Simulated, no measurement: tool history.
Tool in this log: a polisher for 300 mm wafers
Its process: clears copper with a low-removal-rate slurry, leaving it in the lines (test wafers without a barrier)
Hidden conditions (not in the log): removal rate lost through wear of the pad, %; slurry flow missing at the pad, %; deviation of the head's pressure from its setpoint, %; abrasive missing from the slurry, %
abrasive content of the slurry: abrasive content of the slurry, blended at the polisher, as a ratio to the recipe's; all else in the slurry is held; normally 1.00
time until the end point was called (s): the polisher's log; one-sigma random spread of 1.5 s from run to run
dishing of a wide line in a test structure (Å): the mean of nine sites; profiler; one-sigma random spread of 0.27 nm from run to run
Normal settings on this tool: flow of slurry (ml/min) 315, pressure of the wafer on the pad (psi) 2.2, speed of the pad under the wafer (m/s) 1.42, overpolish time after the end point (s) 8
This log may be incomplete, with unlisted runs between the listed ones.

| run | hour | flow of slurry (ml/min) | pressure of the wafer on the pad (psi) | speed of the pad under the wafer (m/s) | abrasive content of the slurry | overpolish time after the end point (s) | wafers since the last listed run | wafers polished on this pad | hours since the slurry nozzle was cleaned | hours since the head pressure was calibrated | hours since the slurry blender was calibrated | incoming thickness of the incoming film, nm | time until the end point was called (s) | dishing of a wide line in a test structure (Å) |
|---|---|---|---|---|---|---|---|---|---|---|---|---|---|---|
| 1 | 0.0 | 315 | 2.2 | 1.42 | 1.00 | 8 | 0 | 466 | 244.8 | 294.1 | 202.5 | 433.2 | 125.6 | 185 |
| 2 | 12.3 | 315 | 2.2 | 1.70 | 1.10 | 8 | 48 | 514 | 257.1 | 306.4 | 214.8 | 429.5 | 108.4 | 217 |
| 3 | 19.5 | 315 | 2.2 | 1.70 | 1.10 | 8 | 28 | 543 | 264.3 | 313.6 | 222.0 | 432.2 | 110.1 | 217 |
|  | 32.4 | worn pad replaced by a new one |
| 4 | 35.3 | 315 | 2.2 | 1.70 | 1.10 | 8 | 46 | 11 | 280.1 | 329.4 | 237.8 | 426.3 | 106.7 | 211 |
| 5 | 41.8 | 315 | 2.2 | 1.42 | 1.00 | 8 | 25 | 37 | 286.6 | 335.9 | 244.3 | 431.4 | 123.4 | 188 |
|  | 51.7 | head pressure recalibrated |
| 6 | 55.6 | 315 | 2.2 | 1.42 | 1.00 | 8 | 46 | 83 | 300.4 | 3.9 | 258.1 | 438.8 | 124.4 | 185 |
| 7 | 65.5 | 315 | 2.2 | 1.42 | 1.00 | 8 | 39 | 122 | 310.3 | 13.8 | 268.0 | 431.3 | 125.5 | 184 |
| 8 | 80.9 | 315 | 2.2 | 1.42 | 0.80 | 8 | 60 | 183 | 325.7 | 29.2 | 283.4 | 429.0 | 130.9 | 179 |
|  | 86.6 | slurry blender recalibrated |
| 9 | 88.9 | 315 | 2.2 | 1.42 | 1.00 | 8 | 23 | 207 | 333.7 | 37.2 | 2.3 | 425.8 | 121.5 | 189 |
| 10 | 99.6 | 315 | 2.2 | 1.42 | 1.00 | 7 | 42 | 249 | 344.4 | 47.9 | 13.0 | 430.5 | 123.1 | 166 |
| 11 | 108.2 | 315 | 2.2 | 1.42 | 1.00 | 8 | 33 | 283 | 353.0 | 56.5 | 21.6 | 430.2 | 123.4 | 186 |
| 12 | 117.9 | 315 | 2.2 | 1.42 | 1.00 | 8 | 38 | 322 | 362.7 | 66.2 | 31.3 | 431.3 | 126.6 | 188 |
| 13 | 132.4 | 355 | 2.2 | 1.60 | 1.20 | 8 | 57 | 379 | 377.2 | 80.7 | 45.8 | 424.8 | 107.1 | 211 |
|  | 168.2 | slurry nozzle cleaned |
| 14 | 170.8 | 315 | 1.9 | 1.14 | 0.90 | 4 | 147 | 527 | 2.6 | 119.1 | 84.2 | 420.6 | 159.5 | 71 |
|  | 175.9 | worn pad replaced by a new one |
| 15 | 181.2 | 355 | 2.6 | 1.42 | 1.00 | 8 | 25 | 21 | 13.0 | 129.5 | 94.6 | 429.8 | 102.8 | 217 |
| 16 | 188.6 | 350 | 1.8 | 1.42 | 1.00 | 8 | 29 | 50 | 20.4 | 136.9 | 102.0 | 426.3 | 146.0 | 154 |
| 17 | 204.5 | 315 | 2.2 | 1.42 | 0.80 | 8 | 62 | 113 | 36.3 | 152.8 | 117.9 | 431.5 | 130.1 | 176 |
| 18 | 218.7 | 205 | 2.2 | 1.42 | 1.00 | 5 | 56 | 169 | 50.5 | 167.0 | 132.1 | 435.3 | 131.1 | 116 |
| 19 | 225.6 | 365 | 2.2 | 1.42 | 1.00 | 8 | 27 | 196 | 57.4 | 173.9 | 139.0 | 433.2 | 123.3 | 190 |
| 20 | 237.4 | 315 | 2.9 | 1.42 | 0.80 | 8 | 46 | 243 | 69.2 | 185.7 | 150.8 | 429.0 | 98.4 | 227 |
| 21 | 248.2 | 415 | 1.5 | 1.42 | 0.85 | 8 | 42 | 285 | 80.0 | 196.5 | 161.6 | 428.9 | 183.3 | 131 |
| 22 | 255.3 | 315 | 1.5 | 1.42 | 1.00 | 8 | 28 | 313 | 87.1 | 203.6 | 168.7 | 424.9 | 179.7 | 127 |
| 23 | 272.5 | 315 | 1.8 | 1.74 | 1.25 | 5 | 67 | 381 | 104.3 | 220.8 | 185.9 | 438.2 | 130.1 | 119 |
| 24 | 285.1 | 315 | 2.2 | 0.94 | 1.25 | 6 | 49 | 431 | 116.9 | 233.4 | 198.5 | 427.1 | 147.7 | 125 |
| 25 | 300.1 | 315 | 2.5 | 1.42 | 1.00 | 4 | 59 | 490 | 131.9 | 248.4 | 213.5 | 432.5 | 111.0 | 113 |
| 26 | 310.0 | 245 | 2.2 | 1.42 | 1.00 | 8 | 39 | 529 | 141.8 | 258.3 | 223.4 | 433.4 | 128.9 | 186 |
|  | 325.0 | worn pad replaced by a new one |
| 27 | 325.6 | 315 | 2.2 | 1.42 | 1.00 | 8 | 45 | 2 | 157.4 | 273.9 | 239.0 | 434.6 | 126.3 | 185 |
| 28 | 338.9 | 265 | 2.2 | 1.42 | 1.00 | 8 | 52 | 55 | 170.7 | 287.2 | 252.3 | 431.9 | 125.5 | 185 |
| 29 | 350.9 | 220 | 2.7 | 1.42 | 1.30 | 6 | 47 | 102 | 182.7 | 299.2 | 264.3 | 435.8 | 100.0 | 179 |

4 options for the next run, each taken on its own from the tool as it stands now. Forecast them:
| A | 351.4 | 315 | 2.2 | 1.42 | 1.00 | 10 | 1 | 104 | 183.2 | 299.7 | 264.8 | 438.3 | ? | ? |
| B | 351.4 | 315 | 2.2 | 1.08 | 1.00 | 8 | 1 | 104 | 183.2 | 299.7 | 264.8 | 438.3 | ? | ? |
| C | 351.4 | 250 | 2.5 | 1.08 | 0.80 | 8 | 1 | 104 | 183.2 | 299.7 | 264.8 | 438.3 | ? | ? |
| D | 351.4 | 315 | 2.2 | 1.42 | 1.00 | 4 | 1 | 104 | 183.2 | 299.7 | 264.8 | 438.3 | ? | ? |

| run | time until the end point was called (s) | dishing of a wide line in a test structure (Å) |
|---|---|---|
| A | 125.5 | 228 |
| B | 146.6 | 161 |
| C | 138.8 | 170 |
| D | 125.5 | 97 |
Without the tool's hidden state the same runs would have given:
| run | time until the end point was called (s) | dishing of a wide line in a test structure (Å) |
|---|---|---|
| A | 125.5 | 228 |
| B | 146.6 | 161 |
| C | 138.8 | 170 |
| D | 125.5 | 97 |
